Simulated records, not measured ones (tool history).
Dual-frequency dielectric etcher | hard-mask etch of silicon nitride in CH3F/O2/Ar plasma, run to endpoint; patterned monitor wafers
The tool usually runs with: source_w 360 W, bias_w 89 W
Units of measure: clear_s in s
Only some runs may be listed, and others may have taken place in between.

run   hour  source_w  bias_w  wafers since the last listed run  hours since the last wet clean  hours since the last source power generator calibration  hours since the last bias power generator calibration  hours since the last upper electrode change  incoming incoming film thickness, nm  clear_s
  1      0       330      89                                 0                             340                                                   2461.7                                                   1941                                       4148.9                                 37.08     49.7
      52.3  -- wet clean of the chamber
  2   65.7       330      89                               617                            13.4                                                   2527.4                                                 2006.7                                       4214.6                                 37.29     50.8
  3   95.2       330      89                               436                            42.9                                                   2556.9                                                 2036.2                                       4244.1                                 36.82     50.3
  4  113.3       360      89                               267                              61                                                     2575                                                 2054.3                                       4262.2                                 36.76     48.5
  5  125.8       360      89                               185                            73.5                                                   2587.5                                                 2066.8                                       4274.7                                  37.2       49
  6  152.5       360      89                               395                           100.2                                                   2614.2                                                 2093.5                                       4301.4                                 37.04     48.8
  7  164.5       360      89                               177                           112.2                                                   2626.2                                                 2105.5                                       4313.4                                 36.98     48.7
  8  178.9       360     100                               213                           126.6                                                   2640.6                                                 2119.9                                       4327.8                                 37.11     46.9
     212.5  -- upper electrode replaced
     215.2  -- source power generator calibrated
  9  215.7       360     100                               149                           163.4                                                      0.5                                                 2156.7                                          3.2                                    37     46.5
 10  236.6       360     100                               309                           184.3                                                     21.4                                                 2177.6                                         24.1                                  37.3     46.9
     249.8  -- bias power generator calibrated
 11  252.3       360      89                               173                             200                                                     37.1                                                    2.5                                         39.8                                  36.9     48.3
 12    288       360      89                               528                           235.7                                                     72.8                                                   38.2                                         75.5                                  37.3     49.2
 13  313.8       360      89                               381                           261.5                                                     98.6                                                     64                                        101.3                                 37.14     48.3
 14  333.1       360      89                               285                           280.8                                                    117.9                                                   83.3                                        120.6                                  36.7     48.3
 15  375.5       360      89                               627                           323.2                                                    160.3                                                  125.7                                          163                                 37.12     48.4
 16  393.2       360      89                               261                           340.9                                                      178                                                  143.4                                        180.7                                 37.03     48.8
 17    409       300     101                               233                           356.7                                                    193.8                                                  159.2                                        196.5                                 36.89     49.4
 18  425.4       390     101                               242                           373.1                                                    210.2                                                  175.6                                        212.9                                 37.26     45.3
     451.7  -- wet clean of the chamber
 19  472.8       360      97                               346                            21.1                                                    257.6                                                    223                                        260.3                                 37.12     47.7
 20  494.8       360      89                               325                            43.1                                                    279.6                                                    245                                        282.3                                 37.04       49
 21  522.3       390      97                               407                            70.6                                                    307.1                                                  272.5                                        309.8                                 37.13     46.1
 22  552.5       360      78                               447                           100.8                                                    337.3                                                  302.7                                          340                                 37.21     50.7
 23  570.3       440      95                               263                           118.6                                                    355.1                                                  320.5                                        357.8                                 37.03     44.3
 24    596       360      73                               380                           144.3                                                    380.8                                                  346.2                                        383.5                                 37.13     51.9
 25    616       420     107                               296                           164.3                                                    400.8                                                  366.2                                        403.5                                 37.25     43.4
 26  637.4       360      98                               316                           185.7                                                    422.2                                                  387.6                                        424.9                                 37.18     47.3
 27  663.8       400      79                               390                           212.1                                                    448.6                                                    414                                        451.3                                 37.05     48.6
 28  692.5       360      98                               424                           240.8                                                    477.3                                                  442.7                                          480                                 36.96       47
 29  713.8       360      82                               315                           262.1                                                    498.6                                                    464                                        501.3                                 37.43     50.5
 30  739.2       270     109                               375                           287.5                                                      524                                                  489.4                                        526.7                                  36.9     50.1
 31  761.5       360      75                               330                           309.8                                                    546.3                                                  511.7                                          549                                 36.98     51.1
 32  795.9       360      89                               509                           344.2                                                    580.7                                                  546.1                                        583.4                                 37.01     48.3
 33  824.5       400      81                               423                           372.8                                                    609.3                                                  574.7                                          612                                 36.99     47.6
 34  844.9       390     101                               301                           393.2                                                    629.7                                                  595.1                                        632.4                                 36.91     44.7

Below are 5 alternative next runs, each starting from the tool's condition after run 34. Predict each:
  A  845.3       360      89                                 5                           393.6                                                    630.1                                                  595.5                                        632.8                                    37        ?
  B  845.3       290      76                                 5                           393.6                                                    630.1                                                  595.5                                        632.8                                    37        ?
  C  845.3       330      97                                 5                           393.6                                                    630.1                                                  595.5                                        632.8                                    37        ?
  D  845.3       280     105                                 5                           393.6                                                    630.1                                                  595.5                                        632.8                                    37        ?
  E  845.3       330      73                                 5                           393.6                                                    630.1                                                  595.5                                        632.8                                    37        ?

run  clear_s
  A     48.4
  B     55.4
  C     48.6
  D     50.2
  E     53.5
What these runs would have given with no unlogged condition in the tool:
run  clear_s
  A       49
  B     56.1
  C     49.2
  D     50.8
  E     54.1
